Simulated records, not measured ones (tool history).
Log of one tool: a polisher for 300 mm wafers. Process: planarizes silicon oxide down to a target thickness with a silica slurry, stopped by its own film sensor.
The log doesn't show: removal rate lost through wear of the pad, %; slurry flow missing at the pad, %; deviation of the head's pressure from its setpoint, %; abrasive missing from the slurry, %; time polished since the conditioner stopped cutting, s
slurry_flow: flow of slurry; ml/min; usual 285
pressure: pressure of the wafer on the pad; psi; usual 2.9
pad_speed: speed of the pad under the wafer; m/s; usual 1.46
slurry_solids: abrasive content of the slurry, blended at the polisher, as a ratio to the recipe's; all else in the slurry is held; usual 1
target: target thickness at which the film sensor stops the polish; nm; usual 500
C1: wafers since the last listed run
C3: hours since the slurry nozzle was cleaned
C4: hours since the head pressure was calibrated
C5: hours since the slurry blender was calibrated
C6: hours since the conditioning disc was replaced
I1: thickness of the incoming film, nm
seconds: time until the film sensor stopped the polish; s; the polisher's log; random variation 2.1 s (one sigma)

Run 1, hour 0: usual settings but pad_speed 1.74 m/s; C1 0; wafers polished on this pad 452; C3 456.3; C4 333; C5 35.4; C6 136; I1 920.5. Result: seconds 135 s.
Run 2, hour 50.1: usual settings; C1 342; wafers polished on this pad 795; C3 506.4; C4 383.1; C5 85.5; C6 186.1; I1 921.6. Result: seconds 154.8 s.
At hour 61.9: slurry nozzle cleaned.
Run 3, hour 100.6: usual settings but slurry_solids 0.95; C1 338; wafers polished on this pad 1133; C3 38.7; C4 433.6; C5 136; C6 236.6; I1 901.7. Result: seconds 148.3 s.
Run 4, hour 169.4: usual settings; C1 470; wafers polished on this pad 1604; C3 107.5; C4 502.4; C5 204.8; C6 305.4; I1 910.5. Result: seconds 150.2 s.
At hour 175.4: head pressure recalibrated.
Run 5, hour 225.3: usual settings but slurry_flow 225 ml/min, slurry_solids 0.8; C1 368; wafers polished on this pad 1973; C3 163.4; C4 49.9; C5 260.7; C6 361.3; I1 916.6. Result: seconds 195.4 s.
Run 6, hour 267.8: usual settings but slurry_flow 225 ml/min, slurry_solids 0.8; C1 290; wafers polished on this pad 2263; C3 205.9; C4 92.4; C5 303.2; C6 403.8; I1 925. Result: seconds 205.7 s.
At hour 277: worn pad replaced by a new one.
Run 7, hour 331.9: usual settings but slurry_flow 225 ml/min, slurry_solids 0.8; C1 411; wafers polished on this pad 375; C3 270; C4 156.5; C5 367.3; C6 467.9; I1 922.9. Result: seconds 203.8 s.
At hour 336.7: conditioning disc replaced and pad reconditioned.
At hour 413.4: slurry blender recalibrated.
Run 8, hour 414.3: usual settings but slurry_solids 1.25; C1 536; wafers polished on this pad 911; C3 352.4; C4 238.9; C5 0.9; C6 77.6; I1 925.9. Result: seconds 130.7 s.
Run 9, hour 442.7: usual settings but slurry_solids 1.25; C1 194; wafers polished on this pad 1105; C3 380.8; C4 267.3; C5 29.3; C6 106; I1 913.2. Result: seconds 126.4 s.
At hour 477.1: slurry nozzle cleaned.
Run 10, hour 504.1: usual settings; C1 413; wafers polished on this pad 1519; C3 27; C4 328.7; C5 90.7; C6 167.4; I1 916.8. Result: seconds 150.7 s.
Run 11, hour 532.7: usual settings; C1 195; wafers polished on this pad 1714; C3 55.6; C4 357.3; C5 119.3; C6 196; I1 930.2. Result: seconds 153.8 s.
At hour 543.9: worn pad replaced by a new one.
Run 12, hour 599.8: usual settings but slurry_solids 0.95; C1 431; wafers polished on this pad 382; C3 122.7; C4 424.4; C5 186.4; C6 263.1; I1 906.7. Result: seconds 154.5 s.
At hour 637.7: head pressure recalibrated.
Run 13, hour 650.3: usual settings but slurry_flow 190 ml/min, pressure 3.8 psi, slurry_solids 0.9, target 385 nm; C1 331; wafers polished on this pad 714; C3 173.2; C4 12.6; C5 236.9; C6 313.6; I1 917.6. Result: seconds 182.7 s.
Run 14, hour 718.7: usual settings; C1 467; wafers polished on this pad 1182; C3 241.6; C4 81; C5 305.3; C6 382; I1 923.7. Result: seconds 160.5 s.
At hour 756.3: conditioning disc replaced and pad reconditioned.
Run 15, hour 756.8: usual settings but slurry_flow 225 ml/min; C1 246; wafers polished on this pad 1429; C3 279.7; C4 119.1; C5 343.4; C6 0.5; I1 915.6. Result: seconds 147 s.
Run 16, hour 823.5: usual settings; C1 456; wafers polished on this pad 1885; C3 346.4; C4 185.8; C5 410.1; C6 67.2; I1 939.5. Result: seconds 156.7 s.
At hour 852.7: worn pad replaced by a new one.
Run 17, hour 870: usual settings but pressure 2.3 psi, slurry_solids 0.85, target 628 nm; C1 290; wafers polished on this pad 118; C3 392.9; C4 232.3; C5 456.6; C6 113.7; I1 918.3. Result: seconds 142.1 s.
At hour 878.3: slurry blender recalibrated.
At hour 895.4: slurry nozzle cleaned.
Run 18, hour 1032.5: usual settings but slurry_flow 210 ml/min, pad_speed 1.62 m/s, slurry_solids 1.25, target 360 nm; C1 1091; wafers polished on this pad 1209; C3 137.1; C4 394.8; C5 154.2; C6 276.2; I1 914. Result: seconds 173.3 s.
Run 19, hour 1091.3: usual settings but slurry_flow 335 ml/min, target 362 nm; C1 402; wafers polished on this pad 1612; C3 195.9; C4 453.6; C5 213; C6 335; I1 901.6. Result: seconds 194.3 s.
At hour 1136.4: head pressure recalibrated.
Run 20, hour 1146.7: usual settings but slurry_flow 225 ml/min, slurry_solids 0.8; C1 365; wafers polished on this pad 1977; C3 251.3; C4 10.3; C5 268.4; C6 390.4; I1 920.5. Result: seconds 203.5 s.
At hour 1164.1: worn pad replaced by a new one.
Run 21, hour 1179.2: usual settings but slurry_solids 1.1; C1 194; wafers polished on this pad 103; C3 283.8; C4 42.8; C5 300.9; C6 422.9; I1 939.3. Result: seconds 155.4 s.
At hour 1184.2: conditioning disc replaced and pad reconditioned.
Run 22, hour 1236.5: usual settings but slurry_flow 355 ml/min, pressure 2.2 psi, target 601 nm; C1 378; wafers polished on this pad 481; C3 341.1; C4 100.1; C5 358.2; C6 52.3; I1 909.8. Result: seconds 137.4 s.
Run 23, hour 1266.7: usual settings but slurry_flow 335 ml/min, slurry_solids 0.85; C1 206; wafers polished on this pad 688; C3 371.3; C4 130.3; C5 388.4; C6 82.5; I1 920.3. Result: seconds 170.6 s.
Run 24, hour 1316.5: usual settings but slurry_flow 370 ml/min, pressure 2 psi; C1 340; wafers polished on this pad 1028; C3 421.1; C4 180.1; C5 438.2; C6 132.3; I1 910. Result: seconds 194.1 s.

Forecast each of these 5 alternatives for the next run:
Run A, hour 1317: usual settings but pressure 3.5 psi; C1 3; wafers polished on this pad 1032; C3 421.6; C4 180.6; C5 438.7; C6 132.8; I1 915.4. Result: seconds ?.
Run B, hour 1317: usual settings but slurry_flow 360 ml/min, pressure 3.6 psi, pad_speed 1.32 m/s; C1 3; wafers polished on this pad 1032; C3 421.6; C4 180.6; C5 438.7; C6 132.8; I1 915.4. Result: seconds ?.
Run C, hour 1317: usual settings but pad_speed 0.98 m/s; C1 3; wafers polished on this pad 1032; C3 421.6; C4 180.6; C5 438.7; C6 132.8; I1 915.4. Result: seconds ?.
Run D, hour 1317: usual settings but slurry_flow 210 ml/min, pressure 2.6 psi, pad_speed 1.62 m/s, target 583 nm; C1 3; wafers polished on this pad 1032; C3 421.6; C4 180.6; C5 438.7; C6 132.8; I1 915.4. Result: seconds ?.
Run E, hour 1317: usual settings but pad_speed 1.78 m/s; C1 3; wafers polished on this pad 1032; C3 421.6; C4 180.6; C5 438.7; C6 132.8; I1 915.4. Result: seconds ?.

run  seconds
  A    128.6
  B    131.1
  C    195.2
  D      129
  E    132.8
Without the tool's hidden state the same runs would have given:
run  seconds
  A    123.4
  B      126
  C      190
  D    124.5
  E    127.3

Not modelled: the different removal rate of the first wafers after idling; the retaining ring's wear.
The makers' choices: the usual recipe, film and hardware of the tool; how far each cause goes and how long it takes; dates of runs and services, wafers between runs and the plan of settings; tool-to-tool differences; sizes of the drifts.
